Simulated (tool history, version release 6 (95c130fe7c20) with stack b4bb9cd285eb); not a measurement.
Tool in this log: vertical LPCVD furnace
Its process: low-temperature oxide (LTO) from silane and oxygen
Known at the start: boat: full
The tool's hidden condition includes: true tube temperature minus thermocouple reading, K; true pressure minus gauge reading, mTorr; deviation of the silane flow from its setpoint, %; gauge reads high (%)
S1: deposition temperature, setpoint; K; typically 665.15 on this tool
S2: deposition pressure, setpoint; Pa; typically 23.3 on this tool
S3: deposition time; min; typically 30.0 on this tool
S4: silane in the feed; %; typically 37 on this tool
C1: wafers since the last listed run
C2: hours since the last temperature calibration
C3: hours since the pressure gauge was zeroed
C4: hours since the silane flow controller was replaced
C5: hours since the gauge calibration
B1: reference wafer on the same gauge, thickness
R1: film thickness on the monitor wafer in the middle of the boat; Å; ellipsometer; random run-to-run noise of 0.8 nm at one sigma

run,hour,S1,S2,S3,S4,C1,C2,C3,C4,C5,B1,R1
1,0.0,665.15,23.3,30.0,37,0,1473.8,4388.6,4049.6,1350.3,190.17,1777.3
2,21.1,665.15,23.3,30.0,37,313,1494.9,4409.7,4070.7,1371.4,189.95,1760.6
3,54.1,668.15,23.3,30.0,40,489,1527.9,4442.7,4103.7,1404.4,190.20,2025.8
4,84.1,665.15,23.3,30.0,37,445,1557.9,4472.7,4133.7,1434.4,190.02,1768.5
5,104.9,665.15,23.3,30.0,37,308,1578.7,4493.5,4154.5,1455.2,190.11,1769.9
# hour 107.1: gauge calibrated
6,126.5,665.15,23.3,30.0,37,320,1600.3,4515.1,4176.1,19.4,189.80,1781.9
7,158.6,665.15,23.3,30.0,33,476,1632.4,4547.2,4208.2,51.5,190.17,1528.4
# hour 216.4: pressure gauge zeroed
8,216.9,665.15,23.3,30.0,42,508,1690.7,0.5,4266.5,109.8,189.96,2063.8
9,261.7,665.15,23.3,30.0,37,664,1735.5,45.3,4311.3,154.6,190.04,1788.5
10,285.6,665.15,23.3,22.5,37,354,1759.4,69.2,4335.2,178.5,190.04,1357.7
11,317.3,665.15,23.3,30.0,37,470,1791.1,100.9,4366.9,210.2,189.99,1798.3
12,341.2,665.15,23.3,40.5,37,354,1815.0,124.8,4390.8,234.1,190.02,2451.5
13,362.6,665.15,25.3,30.0,37,317,1836.4,146.2,4412.2,255.5,189.85,1955.7
# hour 408.9: silane flow controller replaced
14,409.4,672.15,23.3,30.0,37,338,1883.2,193.0,0.5,302.3,190.12,1947.5
15,427.5,653.15,26.0,25.5,44,268,1901.3,211.1,18.6,320.4,189.99,1846.2
# hour 456.2: thermocouples replaced and temperature profile calibrated
16,462.3,665.15,23.3,38.5,41,160,6.1,245.9,53.4,355.2,190.16,2546.3
17,475.9,665.15,23.3,30.0,37,201,19.7,259.5,67.0,368.8,189.87,1738.6
18,502.9,668.15,28.0,33.5,37,400,46.7,286.5,94.0,395.8,190.12,2417.4
19,534.1,665.15,28.0,18.5,41,462,77.9,317.7,125.2,427.0,189.88,1458.1
20,557.3,660.15,26.0,30.0,37,344,101.1,340.9,148.4,450.2,189.85,1815.6
21,575.3,665.15,23.3,30.0,37,267,119.1,358.9,166.4,468.2,189.94,1732.7
22,606.5,659.15,23.3,30.0,37,462,150.3,390.1,197.6,499.4,190.13,1622.2

What does the tool deliver on the next run?
23,640.0,676.15,18.7,34.5,41,497,183.8,423.6,231.1,532.9,?,?

Run 23 produced B1 189.76, R1 2075.0 Å.
If the tool had no hidden condition, the same run with the same run-to-run variation would have returned R1 2068.0 Å.
